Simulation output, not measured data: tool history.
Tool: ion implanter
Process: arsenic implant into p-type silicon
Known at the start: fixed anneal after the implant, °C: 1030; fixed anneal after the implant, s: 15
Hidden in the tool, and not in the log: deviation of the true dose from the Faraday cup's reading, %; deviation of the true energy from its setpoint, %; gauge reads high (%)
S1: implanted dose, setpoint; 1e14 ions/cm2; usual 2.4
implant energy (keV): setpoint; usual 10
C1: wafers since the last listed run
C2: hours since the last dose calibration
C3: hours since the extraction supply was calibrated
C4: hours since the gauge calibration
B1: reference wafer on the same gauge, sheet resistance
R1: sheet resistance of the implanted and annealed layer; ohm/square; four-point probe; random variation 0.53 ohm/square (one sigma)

Run 1, hour 0: usual settings but S1 2.7 1e14 ions/cm2; C1 0; C2 1772.3; C3 4461.7; C4 175.2; B1 334.06. Result: R1 335.47 ohm/square.
Run 2, hour 21.9: usual settings but S1 2.7 1e14 ions/cm2; C1 481; C2 1794.2; C3 4483.6; C4 197.1; B1 333.97. Result: R1 335.16 ohm/square.
Run 3, hour 49.5: usual settings; C1 606; C2 1821.8; C3 4511.2; C4 224.7; B1 333.88. Result: R1 367.49 ohm/square.
Run 4, hour 77: usual settings; C1 604; C2 1849.3; C3 4538.7; C4 252.2; B1 333.87. Result: R1 367.43 ohm/square.
At hour 113.1: gauge calibrated.
At hour 113.4: extraction supply calibrated.
Run 5, hour 113.9: usual settings but implant energy (keV) 12.5; C1 634; C2 1886.2; C3 0.5; C4 0.8; B1 334. Result: R1 359.81 ohm/square.
Run 6, hour 144.9: usual settings but implant energy (keV) 12.5; C1 681; C2 1917.2; C3 31.5; C4 31.8; B1 333.92. Result: R1 358.93 ohm/square.
Run 7, hour 170.6: usual settings; C1 564; C2 1942.9; C3 57.2; C4 57.5; B1 334.06. Result: R1 368.22 ohm/square.
Run 8, hour 184: usual settings; C1 294; C2 1956.3; C3 70.6; C4 70.9; B1 333.93. Result: R1 367.79 ohm/square.
Run 9, hour 205.9: usual settings but S1 2.85 1e14 ions/cm2; C1 481; C2 1978.2; C3 92.5; C4 92.8; B1 334.04. Result: R1 322.32 ohm/square.
Run 10, hour 235.9: usual settings; C1 659; C2 2008.2; C3 122.5; C4 122.8; B1 334.01. Result: R1 368.85 ohm/square.
At hour 253.3: Faraday cup replaced and dose calibrated.
Run 11, hour 253.8: usual settings but S1 1.89 1e14 ions/cm2, implant energy (keV) 8.5; C1 217; C2 0.5; C3 140.4; C4 140.7; B1 334.09. Result: R1 433.92 ohm/square.

Run 12 comes next. What will it give?
Run 12, hour 272.4: usual settings but implant energy (keV) 7.5; C1 408; C2 19.1; C3 159; C4 159.3; B1 ?. Result: R1 ?.

Run 12 gave B1 333.94, R1 364.47 ohm/square.
Without the tool's hidden state the same run would have given R1 364.93 ohm/square.

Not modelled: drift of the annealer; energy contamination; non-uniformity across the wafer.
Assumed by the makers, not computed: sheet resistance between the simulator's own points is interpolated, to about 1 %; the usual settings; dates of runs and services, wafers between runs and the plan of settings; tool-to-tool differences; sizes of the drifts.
